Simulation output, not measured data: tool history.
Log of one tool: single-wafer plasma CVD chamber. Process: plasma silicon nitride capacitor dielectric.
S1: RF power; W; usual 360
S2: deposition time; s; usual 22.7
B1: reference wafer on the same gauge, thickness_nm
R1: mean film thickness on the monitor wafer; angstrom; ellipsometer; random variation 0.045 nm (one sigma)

run   hour   S1    S2      B1      R1
  1      0  360  22.7  24.982  295.03
  2   14.5  360  22.7  24.994   295.7
  3   28.3  360  22.7  24.992  294.56
  4   43.2  360  22.7  24.998  296.08
  5   55.7  385  22.7  24.983   299.8
  6   69.3  360  22.7  25.011  294.22
  7   79.1  360  22.7  24.991  295.47
  8   96.7  360  22.7  25.008  295.28
  9  114.6  360  22.7  25.008  294.65
 10    129  360  21.3  25.006  276.39
 11  142.7  360  22.7  25.012  295.02
     156.8  -- RF generator calibrated
 12  159.4  360  22.7  24.999   292.3
 13  166.3  360  22.7  25.005  293.28
 14  180.5  360  22.7      25   292.1
 15  191.5  305  22.7  25.021   281.4
 16  199.2  305  22.7  25.007  281.62
 17    217  305  22.7  24.976  281.67
 18  225.9  360  22.7  24.998  291.47
 19  239.6  360  19.7  24.989  253.72
     251.3  -- gauge calibrated
     256.7  -- showerhead replaced
 20  257.2  415  19.5  25.002  259.36
     267.2  -- RF generator calibrated, repeated, since the last time left the tool worse
 21  267.7  360  22.7  24.992  299.36
 22    268  425  22.7  24.991  311.61
 23  281.5  395  22.7  24.997  305.23
 24    288  325  25.9  25.005  333.49
 25  295.6  310  20.9      25  266.02
 26  305.1  300  24.6  24.985  311.05
 27  315.5  360  22.7  24.982  299.12
 28    330  360  22.7  24.996     299
 29  340.2  360  18.8  25.009   247.6
 30    357  335    21  24.992  271.88
 31  363.1  415  26.9  24.992  366.12
 32    377  405  22.7  25.011  307.01
 33  389.8  360  20.1  25.004  263.51
 34  401.7  360  22.7  25.016  298.34
 35  413.8  400  27.1  24.999  365.59
 36  424.3  360  22.7   24.99  298.82
 37  435.8  400    26      25  349.86
 38  445.8  360  22.7  25.013   299.4
 39    497  360  22.7  25.005  297.96
 40  503.5  360  25.6   24.98  336.17

4 ways to go on from here, each from the tool as it stands after run 40. What would each give?
  A  503.9  360  22.7   ?   ?
  B  503.9  420  26.3   ?   ?
  C  503.9  295  19.7   ?   ?
  D  503.9  390  24.4   ?   ?

run      B1      R1
  A  24.987  298.59
  B  24.987  358.51
  C  24.987  247.94
  D  24.987   326.9
Without the tool's hidden state the same runs would have given:
run      R1
  A  299.48
  B  359.58
  C  248.68
  D  327.88
